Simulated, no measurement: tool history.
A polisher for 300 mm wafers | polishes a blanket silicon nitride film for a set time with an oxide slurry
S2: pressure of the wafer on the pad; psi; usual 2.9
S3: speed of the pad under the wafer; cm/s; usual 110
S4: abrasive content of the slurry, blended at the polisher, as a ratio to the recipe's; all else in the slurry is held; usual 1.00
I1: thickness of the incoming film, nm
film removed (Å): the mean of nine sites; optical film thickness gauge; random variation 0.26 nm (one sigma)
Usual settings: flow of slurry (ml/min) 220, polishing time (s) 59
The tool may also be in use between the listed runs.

run 1 day=0.000 | flow_of_slurry_(ml/min)=220 S2=2.9 S3=110 S4=1.00 polishing_time_(s)=59 | I1=291.0 | film_removed_(Å)=337
run 2 day=1.817 | flow_of_slurry_(ml/min)=255 S2=3.4 S3=72 S4=1.00 polishing_time_(s)=45 | I1=290.4 | film_removed_(Å)=252
run 3 day=3.404 | flow_of_slurry_(ml/min)=220 S2=3.6 S3=128 S4=1.25 polishing_time_(s)=50 | I1=287.1 | film_removed_(Å)=383
run 4 day=4.512 | flow_of_slurry_(ml/min)=190 S2=2.9 S3=110 S4=1.00 polishing_time_(s)=59 | I1=291.1 | film_removed_(Å)=320
run 5 day=11.229 | flow_of_slurry_(ml/min)=160 S2=2.6 S3=86 S4=1.00 polishing_time_(s)=68 | I1=290.5 | film_removed_(Å)=298
run 6 day=13.296 | flow_of_slurry_(ml/min)=285 S2=2.9 S3=80 S4=0.80 polishing_time_(s)=66 | I1=288.4 | film_removed_(Å)=319
-- day=14.038 conditioning disc replaced and pad reconditioned
-- day=14.204 worn pad replaced by a new one
run 7 day=15.129 | flow_of_slurry_(ml/min)=220 S2=2.2 S3=110 S4=1.00 polishing_time_(s)=40 | I1=287.6 | film_removed_(Å)=196
run 8 day=18.025 | flow_of_slurry_(ml/min)=260 S2=2.9 S3=80 S4=0.90 polishing_time_(s)=48 | I1=287.4 | film_removed_(Å)=244
run 9 day=20.108 | flow_of_slurry_(ml/min)=220 S2=2.9 S3=110 S4=1.00 polishing_time_(s)=59 | I1=293.1 | film_removed_(Å)=345
-- day=21.250 slurry nozzle cleaned
-- day=21.825 slurry blender recalibrated
run 10 day=23.079 | flow_of_slurry_(ml/min)=220 S2=2.9 S3=110 S4=1.00 polishing_time_(s)=76 | I1=294.1 | film_removed_(Å)=441
run 11 day=25.979 | flow_of_slurry_(ml/min)=240 S2=3.8 S3=82 S4=1.10 polishing_time_(s)=59 | I1=294.2 | film_removed_(Å)=384
run 12 day=28.171 | flow_of_slurry_(ml/min)=220 S2=2.9 S3=110 S4=1.00 polishing_time_(s)=78 | I1=289.3 | film_removed_(Å)=452
-- day=28.892 head pressure recalibrated
run 13 day=30.654 | flow_of_slurry_(ml/min)=220 S2=2.9 S3=132 S4=1.00 polishing_time_(s)=59 | I1=289.4 | film_removed_(Å)=354
run 14 day=33.612 | flow_of_slurry_(ml/min)=220 S2=2.6 S3=80 S4=1.00 polishing_time_(s)=59 | I1=287.1 | film_removed_(Å)=279
-- day=35.008 conditioning disc replaced and pad reconditioned
run 15 day=35.538 | flow_of_slurry_(ml/min)=255 S2=2.9 S3=110 S4=0.75 polishing_time_(s)=59 | I1=292.9 | film_removed_(Å)=299
-- day=37.475 worn pad replaced by a new one
run 16 day=37.496 | flow_of_slurry_(ml/min)=220 S2=2.9 S3=110 S4=1.00 polishing_time_(s)=59 | I1=287.3 | film_removed_(Å)=341
run 17 day=39.967 | flow_of_slurry_(ml/min)=220 S2=3.5 S3=110 S4=0.85 polishing_time_(s)=59 | I1=289.1 | film_removed_(Å)=348
run 18 day=41.358 | flow_of_slurry_(ml/min)=220 S2=2.9 S3=110 S4=1.25 polishing_time_(s)=66 | I1=286.4 | film_removed_(Å)=412
run 19 day=42.450 | flow_of_slurry_(ml/min)=280 S2=2.2 S3=110 S4=0.85 polishing_time_(s)=43 | I1=286.9 | film_removed_(Å)=203
-- day=43.350 slurry nozzle cleaned
run 20 day=44.083 | flow_of_slurry_(ml/min)=220 S2=3.3 S3=110 S4=0.90 polishing_time_(s)=59 | I1=290.9 | film_removed_(Å)=352
-- day=45.229 slurry blender recalibrated
run 21 day=45.758 | flow_of_slurry_(ml/min)=220 S2=2.9 S3=110 S4=1.00 polishing_time_(s)=59 | I1=290.0 | film_removed_(Å)=338

Run 22 comes next. What will it give?
run 22 day=48.558 | flow_of_slurry_(ml/min)=170 S2=2.1 S3=72 S4=1.00 polishing_time_(s)=70 | I1=294.1 | film_removed_(Å)=?

film removed (Å): 266
Without the tool's hidden state the same run would have given film removed (Å) 260.
